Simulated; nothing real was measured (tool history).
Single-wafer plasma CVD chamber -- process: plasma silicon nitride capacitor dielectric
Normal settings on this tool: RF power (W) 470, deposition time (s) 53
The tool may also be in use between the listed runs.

run    hour  RF power (W)  deposition time (s)  wafers since the last listed run  hours since the last RF generator calibration  hours since the showerhead was replaced  hours since the gauge calibration  read-back reference wafer on the same gauge, thickness_nm  mean film thickness on the monitor wafer (angstrom)
  1       0           470                   57                                 0                                            2.1                                     4518                              533.9                                                     93.396                                               909.55
  2    75.8           470                   57                               978                                           77.9                                   4593.8                              609.7                                                     93.433                                               916.26
  3   135.5           470                   57                               770                                          137.6                                   4653.5                              669.4                                                     93.432                                               916.73
  4   194.1           470                 49.6                               756                                          196.2                                   4712.1                                728                                                     93.379                                               796.19
  5   285.2           470                 49.6                              1175                                          287.3                                   4803.2                              819.1                                                     93.383                                               791.45
  6   569.6           470                   53                              3670                                          571.7                                   5087.6                             1103.5                                                     93.332                                               843.47
  7   658.6           470                   53                              1148                                          660.7                                   5176.6                             1192.5                                                     93.392                                               851.13
  8     737           470                   53                              1011                                          739.1                                     5255                             1270.9                                                     93.388                                               846.73
  9   787.2           470                   53                               647                                          789.3                                   5305.2                             1321.1                                                     93.326                                               843.24
 10   842.4           505                   53                               712                                          844.5                                   5360.4                             1376.3                                                     93.343                                               858.23
 11   920.3           505                   53                              1005                                          922.4                                   5438.3                             1454.2                                                     93.421                                               856.06
 12   974.8           505                   53                               703                                          976.9                                   5492.8                             1508.7                                                     93.386                                               849.09
 13  1037.5           470                 48.7                               809                                         1039.6                                   5555.5                             1571.4                                                     93.353                                                775.9
 14  1123.6           470                 48.7                              1111                                         1125.7                                   5641.6                             1657.5                                                     93.293                                               772.46
 15  1162.1           470                 48.7                               496                                         1164.2                                   5680.1                               1696                                                     93.455                                               771.19
 16  1262.5           470                   53                              1295                                         1264.6                                   5780.5                             1796.4                                                     93.455                                                836.7
 17  1333.2           470                   53                               912                                         1335.3                                   5851.2                             1867.1                                                     93.527                                               837.67
       1348  -- RF generator calibrated
 18  1420.1           470                   53                              1018                                           72.1                                   5938.1                               1954                                                     93.367                                               851.64
 19    1473           470                   53                               682                                            125                                     5991                             2006.9                                                     93.388                                               850.27
     1505.3  -- showerhead replaced
 20  1557.6           470                   53                               988                                          209.6                                     52.3                             2091.5                                                     93.292                                               849.22
 21  1609.3           500                   53                               667                                          261.3                                      104                             2143.2                                                     93.365                                               852.65
 22    1656           425                 49.8                               602                                            308                                    150.7                             2189.9                                                     93.431                                               783.44
 23    1715           515                 59.4                               761                                            367                                    209.7                             2248.9                                                     93.522                                               972.27
 24  1785.9           435                 59.4                               915                                          437.9                                    280.6                             2319.8                                                     93.393                                               934.13
 25  1871.7           385                 50.2                              1107                                          523.7                                    366.4                             2405.6                                                     93.343                                               773.84
 26  1941.1           495                 49.6                               895                                          593.1                                    435.8                               2475                                                     93.333                                               796.65
 27  2042.6           545                 56.5                              1310                                          694.6                                    537.3                             2576.5                                                     93.383                                               921.39
 28  2223.9           425                 44.1                              2339                                          875.9                                    718.6                             2757.8                                                     93.389                                               685.91
     2273.3  -- gauge calibrated
 29  2528.5           435                 49.3                              3931                                         1180.5                                   1023.2                              255.2                                                     93.455                                               771.72
 30  2624.9           395                   53                              1244                                         1276.9                                   1119.6                              351.6                                                     93.467                                               812.25
     2665.3  -- RF generator calibrated
 31  2708.5           470                   53                               975                                           43.2                                   1203.2                              435.2                                                     93.345                                               848.82
 32    2795           425                   53                              1116                                          129.7                                   1289.7                              521.7                                                     93.388                                               835.67
 33  2894.3           470                   53                              1281                                            229                                     1389                                621                                                     93.375                                               847.24
 34    2962           510                   53                               873                                          296.7                                   1456.7                              688.7                                                     93.404                                               858.95
 35  3031.5           405                   53                               897                                          366.2                                   1526.2                              758.2                                                     93.342                                               825.33
 36  3119.4           470                   53                              1134                                          454.1                                   1614.1                              846.1                                                     93.344                                               850.89
 37  3205.6           560                 62.5                              1112                                          540.3                                   1700.3                              932.3                                                     93.436                                              1030.05
 38  3254.6           470                   53                               632                                          589.3                                   1749.3                              981.3                                                     93.433                                               845.58
 39    3304           470                 63.2                               637                                          638.7                                   1798.7                             1030.7                                                     93.456                                              1009.41
 40  3380.7           515                 56.8                               989                                          715.4                                   1875.4                             1107.4                                                      93.39                                               924.32
 41  3448.3           505                   53                               872                                            783                                     1943                               1175                                                     93.297                                               853.03

Forecast each of these 3 alternatives for the next run:
  A  3448.7           470                   53                                 5                                          783.4                                   1943.4                             1175.4                                                          ?                                                    ?
  B  3448.7           405                 63.1                                 5                                          783.4                                   1943.4                             1175.4                                                          ?                                                    ?
  C  3448.7           435                 43.5                                 5                                          783.4                                   1943.4                             1175.4                                                          ?                                                    ?

run  read-back reference wafer on the same gauge, thickness_nm  mean film thickness on the monitor wafer (angstrom)
  A                                                     93.357                                               844.34
  B                                                     93.357                                               979.33
  C                                                     93.357                                               683.51
Without the tool's hidden state the same runs would have given:
run  mean film thickness on the monitor wafer (angstrom)
  A                                                  852
  B                                               988.21
  C                                               689.71

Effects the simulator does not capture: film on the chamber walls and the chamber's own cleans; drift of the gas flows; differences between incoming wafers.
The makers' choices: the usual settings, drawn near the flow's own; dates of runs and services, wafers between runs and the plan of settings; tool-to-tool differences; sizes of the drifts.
